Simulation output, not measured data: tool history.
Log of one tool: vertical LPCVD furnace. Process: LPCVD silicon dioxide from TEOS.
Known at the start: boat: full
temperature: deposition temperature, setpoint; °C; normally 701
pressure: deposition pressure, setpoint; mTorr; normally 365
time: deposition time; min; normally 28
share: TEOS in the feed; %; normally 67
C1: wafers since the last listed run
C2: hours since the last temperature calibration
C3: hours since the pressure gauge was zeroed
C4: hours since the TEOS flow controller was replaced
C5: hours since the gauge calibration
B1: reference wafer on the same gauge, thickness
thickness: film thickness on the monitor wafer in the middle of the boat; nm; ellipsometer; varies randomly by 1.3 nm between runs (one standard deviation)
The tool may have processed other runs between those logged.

run 1 hour=0 | temperature=701 pressure=365 time=28 share=67 | C1=0 C2=2995.4 C3=3557.9 C4=4745.7 C5=303.3 | B1=240.79 | thickness=244.93
run 2 hour=51.2 | temperature=701 pressure=385 time=28 share=67 | C1=932 C2=3046.6 C3=3609.1 C4=4796.9 C5=354.5 | B1=241.1 | thickness=255.09
run 3 hour=118.6 | temperature=701 pressure=385 time=28 share=67 | C1=1227 C2=3114 C3=3676.5 C4=4864.3 C5=421.9 | B1=240.97 | thickness=254.36
run 4 hour=161 | temperature=701 pressure=410 time=28 share=67 | C1=772 C2=3156.4 C3=3718.9 C4=4906.7 C5=464.3 | B1=241.09 | thickness=262.42
run 5 hour=225 | temperature=701 pressure=365 time=28 share=67 | C1=1165 C2=3220.4 C3=3782.9 C4=4970.7 C5=528.3 | B1=240.92 | thickness=249.5
run 6 hour=286.1 | temperature=701 pressure=365 time=28 share=67 | C1=1112 C2=3281.5 C3=3844 C4=5031.8 C5=589.4 | B1=241.07 | thickness=249.7
run 7 hour=340 | temperature=701 pressure=365 time=28 share=67 | C1=981 C2=3335.4 C3=3897.9 C4=5085.7 C5=643.3 | B1=241.13 | thickness=248.56
run 8 hour=374.1 | temperature=701 pressure=365 time=28 share=67 | C1=621 C2=3369.5 C3=3932 C4=5119.8 C5=677.4 | B1=240.84 | thickness=245.9
run 9 hour=485.9 | temperature=701 pressure=425 time=28 share=67 | C1=2036 C2=3481.3 C3=4043.8 C4=5231.6 C5=789.2 | B1=240.9 | thickness=268.81
-- hour=493.7 gauge calibrated
run 10 hour=530 | temperature=701 pressure=425 time=28 share=67 | C1=803 C2=3525.4 C3=4087.9 C4=5275.7 C5=36.3 | B1=240.73 | thickness=268.97
-- hour=634.8 pressure gauge zeroed
run 11 hour=676.3 | temperature=701 pressure=425 time=28 share=67 | C1=2227 C2=3671.7 C3=41.5 C4=5422 C5=182.6 | B1=241.26 | thickness=268.78
run 12 hour=707.8 | temperature=701 pressure=365 time=28 share=67 | C1=573 C2=3703.2 C3=73 C4=5453.5 C5=214.1 | B1=240.88 | thickness=251.89
run 13 hour=753.8 | temperature=701 pressure=365 time=28 share=67 | C1=837 C2=3749.2 C3=119 C4=5499.5 C5=260.1 | B1=241.09 | thickness=253.19
run 14 hour=780.4 | temperature=701 pressure=365 time=22.5 share=67 | C1=484 C2=3775.8 C3=145.6 C4=5526.1 C5=286.7 | B1=241.09 | thickness=202.11
run 15 hour=828.2 | temperature=691 pressure=415 time=24 share=75 | C1=870 C2=3823.6 C3=193.4 C4=5573.9 C5=334.5 | B1=241.06 | thickness=192.09
run 16 hour=889.4 | temperature=712 pressure=365 time=28 share=67 | C1=1114 C2=3884.8 C3=254.6 C4=5635.1 C5=395.7 | B1=241.04 | thickness=321.41
-- hour=945.5 TEOS flow controller replaced
run 17 hour=946 | temperature=710 pressure=400 time=28 share=67 | C1=593 C2=3941.4 C3=311.2 C4=0.5 C5=452.3 | B1=241.1 | thickness=322.59
run 18 hour=983.5 | temperature=701 pressure=365 time=28 share=67 | C1=683 C2=3978.9 C3=348.7 C4=38 C5=489.8 | B1=241.27 | thickness=253.33
run 19 hour=1038.7 | temperature=707 pressure=365 time=34 share=79 | C1=1005 C2=4034.1 C3=403.9 C4=93.2 C5=545 | B1=241.22 | thickness=381.47
run 20 hour=1084 | temperature=701 pressure=310 time=28 share=63 | C1=825 C2=4079.4 C3=449.2 C4=138.5 C5=590.3 | B1=240.99 | thickness=227.16
-- hour=1161.9 thermocouples replaced and temperature profile calibrated
run 21 hour=1162.4 | temperature=692 pressure=365 time=28 share=74 | C1=990 C2=0.5 C3=527.6 C4=216.9 C5=668.7 | B1=241.15 | thickness=199.25
run 22 hour=1190.5 | temperature=701 pressure=365 time=28 share=67 | C1=511 C2=28.6 C3=555.7 C4=245 C5=696.8 | B1=241.37 | thickness=233.49

What will run 23 give?
run 23 hour=1216 | temperature=711 pressure=400 time=33.5 share=75 | C1=464 C2=54.1 C3=581.2 C4=270.5 C5=722.3 | B1=? | thickness=?

{"run 23": {"B1": 241.15, "thickness": 392.17}}
If the tool had no hidden condition, the same run with the same run-to-run variation would have returned thickness 391.24 nm.
